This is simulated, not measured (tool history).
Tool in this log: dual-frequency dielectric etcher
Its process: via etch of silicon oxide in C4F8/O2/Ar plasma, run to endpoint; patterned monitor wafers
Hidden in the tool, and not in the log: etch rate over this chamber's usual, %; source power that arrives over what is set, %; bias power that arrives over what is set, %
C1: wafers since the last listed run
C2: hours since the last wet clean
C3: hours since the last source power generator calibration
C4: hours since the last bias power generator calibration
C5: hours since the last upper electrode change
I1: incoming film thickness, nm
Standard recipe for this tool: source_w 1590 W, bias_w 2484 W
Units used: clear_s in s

run 1 hour=0.0 | source_w=1590 bias_w=2103 | C1=0 C2=32.5 C3=2679.2 C4=2176.2 C5=2046.6 | I1=1288.1 | clear_s=308.2
run 2 hour=38.5 | source_w=1590 bias_w=2484 | C1=271 C2=71.0 C3=2717.7 C4=2214.7 C5=2085.1 | I1=1297.3 | clear_s=295.5
run 3 hour=66.5 | source_w=1590 bias_w=2484 | C1=197 C2=99.0 C3=2745.7 C4=2242.7 C5=2113.1 | I1=1291.7 | clear_s=292.6
run 4 hour=135.3 | source_w=1590 bias_w=2484 | C1=485 C2=167.8 C3=2814.5 C4=2311.5 C5=2181.9 | I1=1305.6 | clear_s=296.1
run 5 hour=179.4 | source_w=1590 bias_w=2484 | C1=311 C2=211.9 C3=2858.6 C4=2355.6 C5=2226.0 | I1=1302.6 | clear_s=297.2
run 6 hour=247.1 | source_w=1590 bias_w=2484 | C1=478 C2=279.6 C3=2926.3 C4=2423.3 C5=2293.7 | I1=1294.9 | clear_s=295.8
run 7 hour=289.9 | source_w=1590 bias_w=2484 | C1=302 C2=322.4 C3=2969.1 C4=2466.1 C5=2336.5 | I1=1282.8 | clear_s=294.2
run 8 hour=339.3 | source_w=1810 bias_w=2484 | C1=348 C2=371.8 C3=3018.5 C4=2515.5 C5=2385.9 | I1=1301.9 | clear_s=278.4
run 9 hour=389.5 | source_w=1810 bias_w=2484 | C1=354 C2=422.0 C3=3068.7 C4=2565.7 C5=2436.1 | I1=1295.8 | clear_s=278.0
run 10 hour=451.4 | source_w=1870 bias_w=2125 | C1=437 C2=483.9 C3=3130.6 C4=2627.6 C5=2498.0 | I1=1299.2 | clear_s=286.6
run 11 hour=501.7 | source_w=1870 bias_w=2125 | C1=355 C2=534.2 C3=3180.9 C4=2677.9 C5=2548.3 | I1=1296.9 | clear_s=287.8
run 12 hour=528.2 | source_w=1590 bias_w=2484 | C1=187 C2=560.7 C3=3207.4 C4=2704.4 C5=2574.8 | I1=1296.5 | clear_s=297.2
-- hour=560.8 wet clean of the chamber
run 13 hour=561.3 | source_w=1590 bias_w=2484 | C1=64 C2=0.5 C3=3240.5 C4=2737.5 C5=2607.9 | I1=1297.8 | clear_s=290.8
run 14 hour=620.2 | source_w=1590 bias_w=2484 | C1=415 C2=59.4 C3=3299.4 C4=2796.4 C5=2666.8 | I1=1294.4 | clear_s=290.3
run 15 hour=682.6 | source_w=1710 bias_w=1919 | C1=440 C2=121.8 C3=3361.8 C4=2858.8 C5=2729.2 | I1=1276.6 | clear_s=301.4
run 16 hour=743.3 | source_w=1260 bias_w=2150 | C1=428 C2=182.5 C3=3422.5 C4=2919.5 C5=2789.9 | I1=1294.2 | clear_s=349.3
-- hour=831.4 source power generator calibrated
run 17 hour=864.5 | source_w=1910 bias_w=2103 | C1=827 C2=303.7 C3=33.1 C4=3040.7 C5=2911.1 | I1=1297.1 | clear_s=289.2
run 18 hour=903.0 | source_w=1830 bias_w=2484 | C1=271 C2=342.2 C3=71.6 C4=3079.2 C5=2949.6 | I1=1285.0 | clear_s=277.1
run 19 hour=971.4 | source_w=1590 bias_w=2484 | C1=482 C2=410.6 C3=140.0 C4=3147.6 C5=3018.0 | I1=1295.3 | clear_s=302.5
run 20 hour=1033.5 | source_w=1430 bias_w=2484 | C1=438 C2=472.7 C3=202.1 C4=3209.7 C5=3080.1 | I1=1293.4 | clear_s=323.1
-- hour=1065.7 upper electrode replaced
-- hour=1097.6 wet clean of the chamber
run 21 hour=1098.1 | source_w=1960 bias_w=1964 | C1=117 C2=0.5 C3=266.7 C4=3274.3 C5=32.4 | I1=1289.1 | clear_s=286.3
run 22 hour=1127.4 | source_w=1950 bias_w=2484 | C1=206 C2=29.8 C3=296.0 C4=3303.6 C5=61.7 | I1=1296.0 | clear_s=268.9
-- hour=1203.8 bias power generator calibrated
run 23 hour=1223.2 | source_w=1200 bias_w=2857 | C1=648 C2=125.6 C3=391.8 C4=19.4 C5=157.5 | I1=1285.1 | clear_s=331.5
run 24 hour=1254.0 | source_w=1240 bias_w=2114 | C1=217 C2=156.4 C3=422.6 C4=50.2 C5=188.3 | I1=1280.7 | clear_s=360.8
run 25 hour=1309.6 | source_w=1440 bias_w=2214 | C1=392 C2=212.0 C3=478.2 C4=105.8 C5=243.9 | I1=1299.7 | clear_s=332.5
run 26 hour=1366.6 | source_w=1400 bias_w=2202 | C1=402 C2=269.0 C3=535.2 C4=162.8 C5=300.9 | I1=1297.0 | clear_s=337.3
run 27 hour=1401.2 | source_w=1590 bias_w=2103 | C1=244 C2=303.6 C3=569.8 C4=197.4 C5=335.5 | I1=1294.6 | clear_s=319.2
run 28 hour=1435.9 | source_w=1370 bias_w=2484 | C1=245 C2=338.3 C3=604.5 C4=232.1 C5=370.2 | I1=1309.4 | clear_s=330.3
run 29 hour=1508.2 | source_w=1590 bias_w=2484 | C1=510 C2=410.6 C3=676.8 C4=304.4 C5=442.5 | I1=1302.5 | clear_s=303.6
run 30 hour=1543.1 | source_w=1880 bias_w=2184 | C1=246 C2=445.5 C3=711.7 C4=339.3 C5=477.4 | I1=1307.9 | clear_s=291.8
-- hour=1591.2 wet clean of the chamber
run 31 hour=1600.3 | source_w=1590 bias_w=2484 | C1=234 C2=9.1 C3=768.9 C4=396.5 C5=534.6 | I1=1298.0 | clear_s=295.3
run 32 hour=1665.0 | source_w=1760 bias_w=2081 | C1=456 C2=73.8 C3=833.6 C4=461.2 C5=599.3 | I1=1296.3 | clear_s=299.3
run 33 hour=1710.8 | source_w=1590 bias_w=2484 | C1=323 C2=119.6 C3=879.4 C4=507.0 C5=645.1 | I1=1302.8 | clear_s=301.4
run 34 hour=1738.1 | source_w=1290 bias_w=3003 | C1=192 C2=146.9 C3=906.7 C4=534.3 C5=672.4 | I1=1276.7 | clear_s=308.0
run 35 hour=1768.6 | source_w=1590 bias_w=2484 | C1=215 C2=177.4 C3=937.2 C4=564.8 C5=702.9 | I1=1303.0 | clear_s=299.7
run 36 hour=1832.2 | source_w=1970 bias_w=2198 | C1=449 C2=241.0 C3=1000.8 C4=628.4 C5=766.5 | I1=1295.7 | clear_s=280.1

For some of the steps in clear_s from one run to the next: how much would appear even if the tool had no hidden state, given the settings, what came in and random variation, and how much remains for the hidden state plus any gauge scatter that the measured result and the result without hidden state don't share?
Run 12 -> 13: wet clean of the chamber. clear_s -6.4 s: hidden state -8.2, all else +1.8.
Run 15 -> 16: source_w 1710 -> 1260, bias_w 1919 -> 2150. clear_s +47.9 s: hidden state -0.4, all else +48.3.
Run 16 -> 17: source_w 1260 -> 1910, bias_w 2150 -> 2103, source power generator calibrated. clear_s -60.1 s: hidden state +10.8, all else -70.9.
Run 22 -> 23: source_w 1950 -> 1200, bias_w 2484 -> 2857, bias power generator calibrated. clear_s +62.6 s: hidden state +1.0, all else +61.6.
Run 30 -> 31: source_w 1880 -> 1590, bias_w 2184 -> 2484, wet clean of the chamber. clear_s +3.5 s: hidden state -6.1, all else +9.6.

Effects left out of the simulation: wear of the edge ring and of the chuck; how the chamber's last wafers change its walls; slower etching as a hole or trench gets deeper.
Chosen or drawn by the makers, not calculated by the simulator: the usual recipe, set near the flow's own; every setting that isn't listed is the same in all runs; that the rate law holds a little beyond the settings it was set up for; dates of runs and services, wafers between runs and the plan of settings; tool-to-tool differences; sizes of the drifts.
